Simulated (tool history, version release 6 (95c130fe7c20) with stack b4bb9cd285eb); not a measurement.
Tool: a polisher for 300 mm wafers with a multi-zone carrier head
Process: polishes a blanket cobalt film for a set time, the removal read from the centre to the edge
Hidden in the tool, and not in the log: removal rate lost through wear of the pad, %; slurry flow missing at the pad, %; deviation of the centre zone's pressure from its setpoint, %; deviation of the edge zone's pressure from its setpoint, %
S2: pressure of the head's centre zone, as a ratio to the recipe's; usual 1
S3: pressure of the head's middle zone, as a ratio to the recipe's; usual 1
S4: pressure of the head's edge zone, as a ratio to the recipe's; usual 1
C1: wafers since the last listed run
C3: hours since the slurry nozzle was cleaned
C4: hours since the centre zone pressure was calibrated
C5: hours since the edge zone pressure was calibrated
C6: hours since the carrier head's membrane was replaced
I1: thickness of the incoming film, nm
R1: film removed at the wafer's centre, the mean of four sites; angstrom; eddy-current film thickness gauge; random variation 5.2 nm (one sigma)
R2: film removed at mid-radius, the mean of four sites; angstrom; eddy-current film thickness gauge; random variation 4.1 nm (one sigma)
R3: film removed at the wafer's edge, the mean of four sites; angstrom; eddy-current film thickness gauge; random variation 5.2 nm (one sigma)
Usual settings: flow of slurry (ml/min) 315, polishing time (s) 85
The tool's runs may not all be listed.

Run 1, hour 0: usual settings; C1 0; wafers polished on this pad 1609; C3 535.9; C4 759.3; C5 82.6; C6 910.8; I1 1300.3. Result: R1 3783 angstrom, R2 3660 angstrom, R3 3713 angstrom.
At hour 15.9: centre zone pressure recalibrated.
Run 2, hour 77.7: usual settings; C1 627; wafers polished on this pad 2236; C3 613.6; C4 61.8; C5 160.3; C6 988.5; I1 1281. Result: R1 3726 angstrom, R2 3580 angstrom, R3 3630 angstrom.
At hour 101.1: carrier head's membrane replaced by a new one.
Run 3, hour 154.9: usual settings; C1 598; wafers polished on this pad 2834; C3 690.8; C4 139; C5 237.5; C6 53.8; I1 1274.7. Result: R1 3713 angstrom, R2 3676 angstrom, R3 3623 angstrom.
At hour 178.9: slurry nozzle cleaned.
Run 4, hour 225.9: usual settings; C1 579; wafers polished on this pad 3413; C3 47; C4 210; C5 308.5; C6 124.8; I1 1286.1. Result: R1 3752 angstrom, R2 3608 angstrom, R3 3573 angstrom.
Run 5, hour 423.5: usual settings but S4 0.94; C1 1636; wafers polished on this pad 5050; C3 244.6; C4 407.6; C5 506.1; C6 322.4; I1 1298.6. Result: R1 3659 angstrom, R2 3514 angstrom, R3 3432 angstrom.
At hour 444.8: worn pad replaced by a new one.
Run 6, hour 517.4: usual settings but flow of slurry (ml/min) 235, S4 0.9; C1 744; wafers polished on this pad 601; C3 338.5; C4 501.5; C5 600; C6 416.3; I1 1285.5. Result: R1 3674 angstrom, R2 3491 angstrom, R3 3474 angstrom.
Run 7, hour 578.8: usual settings but flow of slurry (ml/min) 370, S3 1.07; C1 508; wafers polished on this pad 1109; C3 399.9; C4 562.9; C5 661.4; C6 477.7; I1 1298.9. Result: R1 3807 angstrom, R2 3946 angstrom, R3 3628 angstrom.
Run 8, hour 632.4: usual settings but S3 0.88, S4 0.91; C1 443; wafers polished on this pad 1553; C3 453.5; C4 616.5; C5 715; C6 531.3; I1 1280.5. Result: R1 3713 angstrom, R2 3286 angstrom, R3 3496 angstrom.
At hour 654: centre zone pressure recalibrated.
Run 9, hour 697.3: usual settings but S2 1.11, S4 0.89, polishing time (s) 113; C1 521; wafers polished on this pad 2074; C3 518.4; C4 43.3; C5 779.9; C6 596.2; I1 1279.2. Result: R1 5459 angstrom, R2 4907 angstrom, R3 4565 angstrom.
Run 10, hour 764.7: usual settings; C1 558; wafers polished on this pad 2633; C3 585.8; C4 110.7; C5 847.3; C6 663.6; I1 1252.6. Result: R1 3710 angstrom, R2 3605 angstrom, R3 3627 angstrom.
At hour 822.6: slurry nozzle cleaned.
Run 11, hour 833.7: usual settings; C1 563; wafers polished on this pad 3196; C3 11.1; C4 179.7; C5 916.3; C6 732.6; I1 1294.3. Result: R1 3699 angstrom, R2 3630 angstrom, R3 3628 angstrom.
At hour 875.6: edge zone pressure recalibrated.
Run 12, hour 975.4: usual settings but S2 0.95, S3 1.06, S4 1.04, polishing time (s) 67; C1 1157; wafers polished on this pad 4353; C3 152.8; C4 321.4; C5 99.8; C6 874.3; I1 1296.7. Result: R1 2779 angstrom, R2 2936 angstrom, R3 2861 angstrom.
Run 13, hour 1071.5: usual settings but flow of slurry (ml/min) 245, S2 0.93, S4 0.92, polishing time (s) 68; C1 795; wafers polished on this pad 5149; C3 248.9; C4 417.5; C5 195.9; C6 970.4; I1 1266.1. Result: R1 2637 angstrom, R2 2685 angstrom, R3 2611 angstrom.
At hour 1103.4: worn pad replaced by a new one.
Run 14, hour 1115.3: usual settings but flow of slurry (ml/min) 230; C1 329; wafers polished on this pad 98; C3 292.7; C4 461.3; C5 239.7; C6 1014.2; I1 1272.2. Result: R1 3584 angstrom, R2 3502 angstrom, R3 3607 angstrom.
At hour 1158: carrier head's membrane replaced by a new one.
Run 15, hour 1194.8: usual settings; C1 617; wafers polished on this pad 715; C3 372.2; C4 540.8; C5 319.2; C6 36.8; I1 1277.6. Result: R1 3797 angstrom, R2 3707 angstrom, R3 3727 angstrom.
Run 16, hour 1248.9: usual settings but S4 1.1; C1 448; wafers polished on this pad 1163; C3 426.3; C4 594.9; C5 373.3; C6 90.9; I1 1295.9. Result: R1 3786 angstrom, R2 3614 angstrom, R3 3872 angstrom.
At hour 1386.5: centre zone pressure recalibrated.
Run 17, hour 1447.4: usual settings; C1 1627; wafers polished on this pad 2791; C3 624.8; C4 60.9; C5 571.8; C6 289.4; I1 1280.8. Result: R1 3664 angstrom, R2 3546 angstrom, R3 3549 angstrom.
At hour 1535.7: slurry nozzle cleaned.
Run 18, hour 1545: usual settings; C1 800; wafers polished on this pad 3591; C3 9.3; C4 158.5; C5 669.4; C6 387; I1 1263. Result: R1 3609 angstrom, R2 3575 angstrom, R3 3556 angstrom.
Run 19, hour 1637.5: usual settings but S4 0.92, polishing time (s) 70; C1 766; wafers polished on this pad 4357; C3 101.8; C4 251; C5 761.9; C6 479.5; I1 1279.3. Result: R1 2966 angstrom, R2 2940 angstrom, R3 2843 angstrom.
Run 20, hour 1739.3: usual settings but flow of slurry (ml/min) 420, S2 0.96; C1 843; wafers polished on this pad 5200; C3 203.6; C4 352.8; C5 863.7; C6 581.3; I1 1272.2. Result: R1 3497 angstrom, R2 3507 angstrom, R3 3595 angstrom.
At hour 1771.3: worn pad replaced by a new one.
Run 21, hour 1813.9: usual settings but flow of slurry (ml/min) 400, S2 1.07, S4 0.95, polishing time (s) 60; C1 584; wafers polished on this pad 353; C3 278.2; C4 427.4; C5 938.3; C6 655.9; I1 1276.9. Result: R1 2885 angstrom, R2 2590 angstrom, R3 2546 angstrom.
Run 22, hour 1884.2: usual settings; C1 582; wafers polished on this pad 935; C3 348.5; C4 497.7; C5 1008.6; C6 726.2; I1 1293.8. Result: R1 3744 angstrom, R2 3628 angstrom, R3 3685 angstrom.
At hour 1892.7: edge zone pressure recalibrated.
Run 23, hour 2012.4: usual settings; C1 1045; wafers polished on this pad 1980; C3 476.7; C4 625.9; C5 119.7; C6 854.4; I1 1282.5. Result: R1 3685 angstrom, R2 3658 angstrom, R3 3772 angstrom.

The tool's hidden state at each run:
slurry flow missing at the pad, %: 0 in every run
deviation of the centre zone's pressure from its setpoint, %: 0 in every run
deviation of the edge zone's pressure from its setpoint, %: 0 in every run
H1: removal rate lost through wear of the pad, %
run     H1
  1  0.465
  2  0.893
  3   1.46
  4    2.1
  5   4.52
  6  0.177
  7  0.326
  8  0.528
  9  0.863
 10   1.32
 11   1.89
 12   3.42
 13   4.72
 14  0.663
 15  0.759
 16  0.909
 17   2.05
 18   2.95
 19   4.01
 20    5.4
 21  0.291
 22  0.419
 23  0.951

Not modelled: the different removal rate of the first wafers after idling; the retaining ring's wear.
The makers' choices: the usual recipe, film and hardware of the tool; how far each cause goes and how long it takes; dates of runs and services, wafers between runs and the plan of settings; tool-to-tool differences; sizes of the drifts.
